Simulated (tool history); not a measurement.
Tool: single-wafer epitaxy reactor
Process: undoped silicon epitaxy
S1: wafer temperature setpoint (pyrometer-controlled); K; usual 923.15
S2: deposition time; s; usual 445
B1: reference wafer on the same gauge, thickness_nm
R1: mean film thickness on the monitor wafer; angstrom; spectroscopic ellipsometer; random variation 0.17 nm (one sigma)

run,hour,S1,S2,B1,R1
1,0,923.15,445,61.444,718.52
2,30.6,923.15,445,61.522,720.28
3,53.4,928.15,445,61.541,798.91
4,78.1,928.15,445,61.521,799.3
5,103.8,923.15,445,61.52,719.6
6,117.3,923.15,445,61.438,720.34
7,133.9,923.15,445,61.551,719.05
8,159.2,923.15,401,61.466,648.63
9,194.3,923.15,445,61.503,720.73
10,218.8,923.15,445,61.452,722.57
11,246.6,923.15,445,61.516,722.91
12,279,923.15,445,61.492,723.22
13,292.2,923.15,445,61.51,720.95
14,322.6,923.15,395,61.5,640.4
15,348.2,923.15,395,61.485,641.25
16,362.6,923.15,395,61.548,644.67
17,396.3,923.15,468,61.501,760.76
18,478.8,923.15,468,61.472,760.48
19,496.1,923.15,468,61.496,757.53
# hour 502.3: gauge calibrated
20,509.1,935.15,383,61.493,796.57
21,530,935.15,383,61.434,801.04
22,553.7,935.15,383,61.519,800.95
23,581.4,923.15,445,61.511,725
24,599.1,933.15,373,61.491,749.33
25,628.8,923.15,445,61.493,725.51
26,651.8,938.15,445,61.49,986.93
27,686.6,923.15,445,61.497,725.38
28,699,923.15,530,61.509,863.91
29,769.8,923.15,385,61.507,628.93
30,782,915.15,445,61.504,615.35
31,805.1,923.15,422,61.481,689.35
32,823,923.15,445,61.545,727.3
33,842.8,929.15,445,61.505,827.13
34,873.3,923.15,445,61.483,728.65
# hour 904.1: pyrometer calibrated
35,937.9,923.15,366,61.522,586.98
36,968.1,923.15,392,61.525,630.04
37,1065.8,930.15,445,61.507,829.21
38,1093.5,917.15,366,61.518,517.09
39,1106.2,923.15,387,61.509,623.76
40,1131.1,923.15,445,61.482,717.12
41,1165.9,931.15,514,61.475,979.54
42,1189,933.15,392,61.476,778.85
43,1213.9,936.15,445,61.526,938.53
44,1247.6,923.15,510,61.49,826.36

The next listed run, before its measurement:
45,1266.4,915.15,473,?,?

B1: 61.5
R1: 644.75 angstrom
Without the tool's hidden state the same run would have given R1 641.88 angstrom.
